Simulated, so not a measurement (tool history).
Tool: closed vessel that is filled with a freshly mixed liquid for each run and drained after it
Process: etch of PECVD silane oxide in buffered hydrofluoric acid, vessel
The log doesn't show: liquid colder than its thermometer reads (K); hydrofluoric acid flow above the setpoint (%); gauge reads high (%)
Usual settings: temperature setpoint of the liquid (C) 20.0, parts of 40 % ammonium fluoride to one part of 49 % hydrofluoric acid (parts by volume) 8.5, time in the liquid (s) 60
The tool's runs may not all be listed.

run    hour  temperature setpoint of the liquid (C)  parts of 40 % ammonium fluoride to one part of 49 % hydrofluoric acid (parts by volume)  time in the liquid (s)  wafers since the last listed run  hours since the thermometer was replaced  hours since the hydrofluoric acid flow meter was replaced  hours since the gauge calibration  read-back film thickness of the PECVD silane oxide reference wafer, read on the same gauge (nm)  thickness taken off the PECVD silane oxide on a monitor wafer (nm)
  1     0.0                                    20.0                                                                                      5.5                      60                                 0                                     901.2                                                     1724.7                             1500.9                                                                                           109.99                                                              159.56
  2    62.5                                    20.0                                                                                      5.5                      60                              8789                                     963.7                                                     1787.2                             1563.4                                                                                           110.00                                                              160.69
  3   103.9                                    22.0                                                                                     11.0                      60                              5821                                    1005.1                                                     1828.6                             1604.8                                                                                           110.00                                                               95.14
  4   157.4                                    22.0                                                                                     11.0                      60                              7523                                    1058.6                                                     1882.1                             1658.3                                                                                           110.01                                                               95.26
  5   185.5                                    20.0                                                                                      8.5                      60                              3951                                    1086.7                                                     1910.2                             1686.4                                                                                           109.99                                                              106.55
  6   235.4                                    20.0                                                                                      8.5                      60                              7017                                    1136.6                                                     1960.1                             1736.3                                                                                           109.99                                                              106.99
  7   306.9                                    20.0                                                                                      8.5                      60                             10054                                    1208.1                                                     2031.6                             1807.8                                                                                           110.00                                                              106.83
  8   334.2                                    20.0                                                                                      8.5                      60                              3839                                    1235.4                                                     2058.9                             1835.1                                                                                           110.02                                                              106.45
  9   385.1                                    20.0                                                                                      8.5                      60                              7157                                    1286.3                                                     2109.8                             1886.0                                                                                           109.99                                                              106.33
 10   447.9                                    20.0                                                                                      8.5                      40                              8831                                    1349.1                                                     2172.6                             1948.8                                                                                           109.97                                                               70.74
      478.7  -- thermometer replaced
 11   512.8                                    20.0                                                                                      7.5                      60                              8985                                      34.1                                                     2237.5                             2013.7                                                                                           110.01                                                              127.21
      536.0  -- gauge calibrated
 12   582.9                                    20.0                                                                                      8.5                      60                              9857                                     104.2                                                     2307.6                               46.9                                                                                           110.00                                                              109.92
 13   628.9                                    20.0                                                                                      8.5                      30                              6468                                     150.2                                                     2353.6                               92.9                                                                                           110.00                                                               55.57
      651.8  -- hydrofluoric acid flow meter replaced
 14   696.4                                    20.0                                                                                      6.5                      80                              9351                                     217.7                                                       44.6                              160.4                                                                                           110.02                                                              184.82
 15   721.6                                    23.0                                                                                      9.5                      80                              3543                                     242.9                                                       69.8                              185.6                                                                                           110.00                                                              149.69
 16   778.5                                    21.5                                                                                     10.0                      60                              8001                                     299.8                                                      126.7                              242.5                                                                                           110.00                                                               99.79
 17   817.4                                    20.0                                                                                      8.5                      60                              5470                                     338.7                                                      165.6                              281.4                                                                                           109.99                                                              104.10
 18   880.8                                    20.0                                                                                      8.5                      60                              8915                                     402.1                                                      229.0                              344.8                                                                                           110.01                                                              103.99
 19   941.5                                    20.0                                                                                      8.5                      60                              8535                                     462.8                                                      289.7                              405.5                                                                                           109.99                                                              103.58
 20   982.7                                    22.0                                                                                      7.5                      80                              5793                                     504.0                                                      330.9                              446.7                                                                                           109.99                                                              176.96
 21  1041.7                                    17.0                                                                                      8.5                      75                              8296                                     563.0                                                      389.9                              505.7                                                                                           110.00                                                              109.37
 22  1183.7                                    17.0                                                                                      7.5                      70                             19968                                     705.0                                                      531.9                              647.7                                                                                           110.00                                                              116.80
 23  1239.9                                    23.0                                                                                      8.5                      60                              7903                                     761.2                                                      588.1                              703.9                                                                                           109.99                                                              122.05
 24  1293.8                                    18.0                                                                                      8.5                      50                              7579                                     815.1                                                      642.0                              757.8                                                                                           110.01                                                               77.51
 25  1346.7                                    17.0                                                                                     10.5                      60                              7439                                     868.0                                                      694.9                              810.7                                                                                           110.01                                                               72.89
 26  1394.8                                    20.0                                                                                      5.5                      60                              6764                                     916.1                                                      743.0                              858.8                                                                                           110.00                                                              157.17
 27  1434.8                                    20.0                                                                                      6.0                      60                              5625                                     956.1                                                      783.0                              898.8                                                                                           110.00                                                              144.59
 28  1487.1                                    17.5                                                                                     10.5                      90                              7354                                    1008.4                                                      835.3                              951.1                                                                                           110.01                                                              113.56
 29  1533.9                                    24.0                                                                                      8.5                      95                              6581                                    1055.2                                                      882.1                              997.9                                                                                           110.01                                                              204.03
 30  1573.2                                    20.0                                                                                      8.5                      85                              5526                                    1094.5                                                      921.4                             1037.2                                                                                           110.00                                                              146.74
 31  1609.0                                    23.5                                                                                      8.5                      60                              5034                                    1130.3                                                      957.2                             1073.0                                                                                           109.98                                                              125.13
 32  1680.4                                    20.0                                                                                     12.0                      60                             10040                                    1201.7                                                     1028.6                             1144.4                                                                                           110.01                                                               75.10

4 ways to go on from here, each from the tool as it stands after run 32. What would each give?
  A  1681.1                                    20.0                                                                                      8.5                      60                                98                                    1202.4                                                     1029.3                             1145.1                                                                                                ?                                                                   ?
  B  1681.1                                    22.0                                                                                      7.5                      70                                98                                    1202.4                                                     1029.3                             1145.1                                                                                                ?                                                                   ?
  C  1681.1                                    17.0                                                                                      8.5                      80                                98                                    1202.4                                                     1029.3                             1145.1                                                                                                ?                                                                   ?
  D  1681.1                                    20.0                                                                                     12.0                      80                                98                                    1202.4                                                     1029.3                             1145.1                                                                                                ?                                                                   ?

run  read-back film thickness of the PECVD silane oxide reference wafer, read on the same gauge (nm)  thickness taken off the PECVD silane oxide on a monitor wafer (nm)
  A                                                                                           109.99                                                              103.13
  B                                                                                           109.99                                                              154.07
  C                                                                                           109.99                                                              115.95
  D                                                                                           109.99                                                              100.99
Without the tool's hidden state the same runs would have given:
run  thickness taken off the PECVD silane oxide on a monitor wafer (nm)
  A                                                              105.76
  B                                                              157.91
  C                                                              119.02
  D                                                              103.81
